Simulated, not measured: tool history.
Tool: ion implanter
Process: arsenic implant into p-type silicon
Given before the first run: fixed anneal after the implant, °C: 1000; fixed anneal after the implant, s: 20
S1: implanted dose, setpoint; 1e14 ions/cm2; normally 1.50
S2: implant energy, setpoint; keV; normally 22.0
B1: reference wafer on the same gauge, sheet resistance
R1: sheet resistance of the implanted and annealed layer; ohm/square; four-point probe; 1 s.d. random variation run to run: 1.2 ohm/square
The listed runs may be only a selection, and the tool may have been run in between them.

{"run": 1, "day": 0.0, "S1": 1.66, "S2": 22.0, "B1": 571.14, "R1": 442.48}
{"run": 2, "day": 0.979, "S1": 1.66, "S2": 22.0, "B1": 570.79, "R1": 443.46}
{"run": 3, "day": 2.404, "S1": 1.5, "S2": 22.0, "B1": 571.0, "R1": 473.61}
{"run": 4, "day": 3.117, "S1": 1.5, "S2": 22.0, "B1": 570.66, "R1": 477.35}
{"run": 5, "day": 4.05, "S1": 1.5, "S2": 22.0, "B1": 571.05, "R1": 475.78}
{"run": 6, "day": 4.758, "S1": 1.5, "S2": 22.0, "B1": 570.88, "R1": 475.3}
{"run": 7, "day": 6.196, "S1": 1.5, "S2": 22.0, "B1": 571.18, "R1": 474.65}
{"run": 8, "day": 7.458, "S1": 1.5, "S2": 22.0, "B1": 571.33, "R1": 475.59}
{"run": 9, "day": 8.321, "S1": 1.5, "S2": 27.0, "B1": 571.23, "R1": 461.55}
{"run": 10, "day": 9.162, "S1": 1.5, "S2": 27.0, "B1": 570.61, "R1": 461.13}
{"run": 11, "day": 10.425, "S1": 1.5, "S2": 22.0, "B1": 570.6, "R1": 476.22}
{"run": 12, "day": 11.796, "S1": 1.5, "S2": 22.0, "B1": 571.19, "R1": 476.25}
{"run": 13, "day": 12.621, "S1": 1.5, "S2": 22.0, "B1": 571.35, "R1": 476.74}
{"run": 14, "day": 13.929, "S1": 1.68, "S2": 26.5, "B1": 570.94, "R1": 426.31}
{"run": 15, "day": 15.304, "S1": 1.68, "S2": 26.5, "B1": 571.43, "R1": 425.59}
{"run": 16, "day": 16.508, "S1": 1.87, "S2": 15.5, "B1": 571.08, "R1": 426.2}
{"run": 17, "day": 17.808, "S1": 1.81, "S2": 17.5, "B1": 571.15, "R1": 428.43}
{"run": 18, "day": 18.425, "S1": 1.5, "S2": 18.0, "B1": 570.98, "R1": 490.68}
{"run": 19, "day": 21.188, "S1": 1.06, "S2": 27.5, "B1": 571.11, "R1": 589.83}
{"day": 22.042, "done": "Faraday cup replaced and dose calibrated"}
{"run": 20, "day": 22.062, "S1": 1.5, "S2": 22.0, "B1": 571.02, "R1": 491.49}
{"day": 22.15, "done": "gauge calibrated"}
{"run": 21, "day": 23.167, "S1": 1.5, "S2": 22.0, "B1": 570.72, "R1": 488.94}
{"run": 22, "day": 24.475, "S1": 1.5, "S2": 22.0, "B1": 570.9, "R1": 489.21}
{"day": 25.962, "done": "extraction supply calibrated"}
{"run": 23, "day": 25.983, "S1": 1.1, "S2": 15.5, "B1": 571.01, "R1": 646.71}
{"run": 24, "day": 27.204, "S1": 1.81, "S2": 17.0, "B1": 570.86, "R1": 442.85}
{"run": 25, "day": 27.938, "S1": 1.38, "S2": 22.0, "B1": 570.63, "R1": 520.77}
{"run": 26, "day": 29.242, "S1": 1.12, "S2": 29.0, "B1": 570.99, "R1": 573.44}
{"run": 27, "day": 30.2, "S1": 1.5, "S2": 22.0, "B1": 571.28, "R1": 488.47}
{"run": 28, "day": 31.542, "S1": 1.74, "S2": 22.0, "B1": 570.94, "R1": 438.01}
{"run": 29, "day": 32.396, "S1": 1.5, "S2": 26.5, "B1": 571.14, "R1": 474.67}
{"run": 30, "day": 33.138, "S1": 1.5, "S2": 22.0, "B1": 570.65, "R1": 485.37}

Measured result minus the same run's result without the hidden state. Both carry the same run-to-run variation, though not necessarily the same gauge scatter:
Unlogged tool condition in this case: deviation of the true dose from the Faraday cup's reading, %; deviation of the true energy from its setpoint, %; gauge reads high (%).
run=1 R1=-14.71
run=2 R1=-14.77
run=3 R1=-15.72
run=4 R1=-15.86
run=5 R1=-15.85
run=6 R1=-15.86
run=7 R1=-15.89
run=8 R1=-15.97
run=9 R1=-15.31
run=10 R1=-15.33
run=11 R1=-16.08
run=12 R1=-16.14
run=13 R1=-16.17
run=14 R1=-14.46
run=15 R1=-14.47
run=16 R1=-15.04
run=17 R1=-15.04
run=18 R1=-17.01
run=19 R1=-19.19
run=20 R1=-0.41
run=21 R1=-1.10
run=22 R1=-1.88
run=23 R1=-3.60
run=24 R1=-3.17
run=25 R1=-4.00
run=26 R1=-4.96
run=27 R1=-4.92
run=28 R1=-5.04
run=29 R1=-5.69
run=30 R1=-6.22
